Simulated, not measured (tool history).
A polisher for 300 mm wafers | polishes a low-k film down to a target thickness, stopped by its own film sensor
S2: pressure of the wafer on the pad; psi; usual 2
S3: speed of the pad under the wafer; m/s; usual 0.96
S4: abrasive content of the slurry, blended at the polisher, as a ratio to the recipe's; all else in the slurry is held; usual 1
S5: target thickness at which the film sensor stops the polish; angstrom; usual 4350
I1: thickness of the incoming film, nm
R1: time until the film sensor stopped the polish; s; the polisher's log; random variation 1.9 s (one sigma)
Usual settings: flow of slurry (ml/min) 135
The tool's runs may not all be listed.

{"run": 1, "hour": 0.0, "flow of slurry (ml/min)": 135, "S2": 2, "S3": 0.96, "S4": 1, "S5": 4350, "I1": 482.7, "R1": 126.3}
{"hour": 3.3, "done": "slurry blender recalibrated"}
{"run": 2, "hour": 25.2, "flow of slurry (ml/min)": 150, "S2": 2, "S3": 0.96, "S4": 1, "S5": 4350, "I1": 488.6, "R1": 143.5}
{"run": 3, "hour": 48.0, "flow of slurry (ml/min)": 110, "S2": 1.8, "S3": 0.7, "S4": 1.1, "S5": 4350, "I1": 478.8, "R1": 159.1}
{"hour": 49.8, "done": "slurry nozzle cleaned"}
{"run": 4, "hour": 65.9, "flow of slurry (ml/min)": 135, "S2": 2.5, "S3": 0.66, "S4": 1, "S5": 4350, "I1": 480.6, "R1": 121.7}
{"hour": 97.5, "done": "worn pad replaced by a new one"}
{"run": 5, "hour": 100.2, "flow of slurry (ml/min)": 135, "S2": 2, "S3": 0.96, "S4": 1, "S5": 4350, "I1": 474.3, "R1": 107}
{"run": 6, "hour": 121.2, "flow of slurry (ml/min)": 135, "S2": 2, "S3": 0.66, "S4": 0.7, "S5": 4350, "I1": 474.7, "R1": 159}
{"run": 7, "hour": 146.9, "flow of slurry (ml/min)": 135, "S2": 2, "S3": 0.96, "S4": 1, "S5": 4350, "I1": 479, "R1": 126.5}
{"run": 8, "hour": 173.9, "flow of slurry (ml/min)": 110, "S2": 2, "S3": 0.96, "S4": 1, "S5": 4350, "I1": 480.3, "R1": 127.7}
{"run": 9, "hour": 192.9, "flow of slurry (ml/min)": 135, "S2": 2, "S3": 0.84, "S4": 1, "S5": 4450, "I1": 472.2, "R1": 82}
{"run": 10, "hour": 207.5, "flow of slurry (ml/min)": 135, "S2": 2, "S3": 1.08, "S4": 1, "S5": 4200, "I1": 481.4, "R1": 160.1}
{"hour": 221.0, "done": "slurry blender recalibrated"}
{"run": 11, "hour": 231.3, "flow of slurry (ml/min)": 135, "S2": 2.3, "S3": 0.96, "S4": 1, "S5": 4350, "I1": 486.7, "R1": 124.2}
{"hour": 277.5, "done": "conditioning disc replaced and pad reconditioned"}
{"run": 12, "hour": 309.0, "flow of slurry (ml/min)": 135, "S2": 2.4, "S3": 1.22, "S4": 1, "S5": 4350, "I1": 478.7, "R1": 91.1}
{"run": 13, "hour": 337.7, "flow of slurry (ml/min)": 95, "S2": 2.6, "S3": 0.62, "S4": 1, "S5": 4260, "I1": 483.4, "R1": 167.5}
{"run": 14, "hour": 352.2, "flow of slurry (ml/min)": 135, "S2": 2.4, "S3": 0.74, "S4": 0.7, "S5": 4300, "I1": 485.6, "R1": 177.3}
{"hour": 356.3, "done": "worn pad replaced by a new one"}
{"run": 15, "hour": 386.4, "flow of slurry (ml/min)": 105, "S2": 2, "S3": 0.96, "S4": 1, "S5": 4260, "I1": 478.7, "R1": 158.6}
{"run": 16, "hour": 421.6, "flow of slurry (ml/min)": 135, "S2": 1.7, "S3": 0.96, "S4": 1, "S5": 4350, "I1": 474.9, "R1": 136.1}
{"run": 17, "hour": 456.8, "flow of slurry (ml/min)": 135, "S2": 2, "S3": 0.96, "S4": 1, "S5": 4350, "I1": 477.1, "R1": 122.6}
{"run": 18, "hour": 491.8, "flow of slurry (ml/min)": 135, "S2": 1.8, "S3": 0.96, "S4": 1, "S5": 4450, "I1": 474.8, "R1": 95.8}
{"hour": 498.8, "done": "slurry blender recalibrated"}
{"hour": 519.1, "done": "head pressure recalibrated"}
{"run": 19, "hour": 523.5, "flow of slurry (ml/min)": 135, "S2": 2.4, "S3": 0.96, "S4": 1, "S5": 4490, "I1": 476.3, "R1": 55.2}
{"run": 20, "hour": 538.4, "flow of slurry (ml/min)": 135, "S2": 2, "S3": 0.96, "S4": 1, "S5": 4350, "I1": 481.3, "R1": 116.2}
{"run": 21, "hour": 569.4, "flow of slurry (ml/min)": 135, "S2": 2, "S3": 0.86, "S4": 0.8, "S5": 4350, "I1": 480.4, "R1": 134}
{"run": 22, "hour": 595.2, "flow of slurry (ml/min)": 135, "S2": 2, "S3": 0.68, "S4": 1, "S5": 4350, "I1": 484.6, "R1": 152.1}
{"run": 23, "hour": 619.4, "flow of slurry (ml/min)": 135, "S2": 2, "S3": 0.96, "S4": 1, "S5": 4350, "I1": 489.9, "R1": 142.9}
{"hour": 640.4, "done": "worn pad replaced by a new one"}
{"run": 24, "hour": 644.6, "flow of slurry (ml/min)": 135, "S2": 1.5, "S3": 1.18, "S4": 1, "S5": 4350, "I1": 475.1, "R1": 122.3}
{"run": 25, "hour": 676.4, "flow of slurry (ml/min)": 135, "S2": 2.5, "S3": 0.68, "S4": 1, "S5": 4350, "I1": 478.4, "R1": 111.8}

Measured less the same run without the tool's hidden state. The same run-to-run variation is in both; the gauge's scatter may not be:
The hidden state here: removal rate lost through wear of the pad, %; slurry flow missing at the pad, %; deviation of the head's pressure from its setpoint, %; abrasive missing from the slurry, %; time polished since the conditioner stopped cutting, s.
run=1 R1=+9.5
run=2 R1=+11.7
run=3 R1=+13.8
run=4 R1=+11
run=5 R1=+10.2
run=6 R1=+15.8
run=7 R1=+13
run=8 R1=+13.5
run=9 R1=+8.9
run=10 R1=+17.6
run=11 R1=+13.9
run=12 R1=+10.7
run=13 R1=+20
run=14 R1=+21.3
run=15 R1=+19.3
run=16 R1=+16.8
run=17 R1=+15.3
run=18 R1=+12
run=19 R1=-0.4
run=20 R1=+0
run=21 R1=+2.1
run=22 R1=+4.1
run=23 R1=+5.2
run=24 R1=+5.4
run=25 R1=+6.1
